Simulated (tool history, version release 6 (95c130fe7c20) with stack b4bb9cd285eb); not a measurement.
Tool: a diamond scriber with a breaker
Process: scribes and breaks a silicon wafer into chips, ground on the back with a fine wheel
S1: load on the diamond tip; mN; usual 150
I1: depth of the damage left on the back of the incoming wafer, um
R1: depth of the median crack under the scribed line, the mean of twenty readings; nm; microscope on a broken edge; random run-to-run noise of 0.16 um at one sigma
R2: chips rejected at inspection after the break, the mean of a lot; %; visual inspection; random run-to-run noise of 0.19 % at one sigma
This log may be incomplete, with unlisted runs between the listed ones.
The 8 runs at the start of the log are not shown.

| run | day | S1 | I1 | R1 | R2 |
|---|---|---|---|---|---|
|  | 31.567 | diamond tip replaced by a new one |
| 9 | 34.954 | 150 | 2.65 | 8530 | 5.09 |
| 10 | 39.2 | 150 | 2.02 | 8200 | 3.65 |
|  | 40.546 | load on the tip recalibrated |
| 11 | 41.083 | 116 | 2.04 | 7910 | 5.23 |
| 12 | 45.229 | 162 | 1.61 | 8840 | 2 |
| 13 | 49.304 | 162 | 2.99 | 8820 | 4.78 |
| 14 | 52.35 | 162 | 2.66 | 8510 | 4.29 |
| 15 | 54.362 | 150 | 2.32 | 8280 | 4.52 |
| 16 | 58.708 | 150 | 2.44 | 8360 | 4.89 |
|  | 59.254 | diamond tip replaced by a new one |
| 17 | 62.608 | 150 | 2.22 | 8230 | 4.6 |
|  | 62.817 | load on the tip recalibrated |
| 18 | 65.638 | 129 | 2.03 | 8310 | 5.02 |
| 19 | 69.267 | 179 | 2.18 | 9190 | 2.97 |
| 20 | 73.204 | 127 | 2.57 | 7790 | 8.73 |
| 21 | 75.046 | 110 | 1.65 | 7440 | 11.57 |
| 22 | 78.812 | 132 | 1.93 | 7970 | 6.39 |
| 23 | 81.608 | 150 | 2.47 | 8380 | 5.28 |
| 24 | 83.462 | 178 | 1.86 | 9120 | 2.23 |
|  | 85.767 | diamond tip replaced by a new one |
| 25 | 85.938 | 150 | 3 | 8080 | 7.19 |
|  | 86.342 | load on the tip recalibrated |
| 26 | 90.362 | 150 | 1.55 | 8860 | 2.1 |
| 27 | 93.925 | 185 | 1.86 | 9550 | 2.96 |
| 28 | 96.238 | 108 | 2.45 | 7500 | 12.8 |
| 29 | 100.258 | 150 | 3 | 8440 | 5.84 |
| 30 | 103.5 | 134 | 2.96 | 7990 | 9.58 |

Forecast run 31:
| 31 | 107.046 | 150 | 1.69 | ? | ? |

R1: 8300 nm
R2: 3 %
The same run, on a tool lacking any hidden state, would have yielded R1 8850 nm, R2 1.97 %.
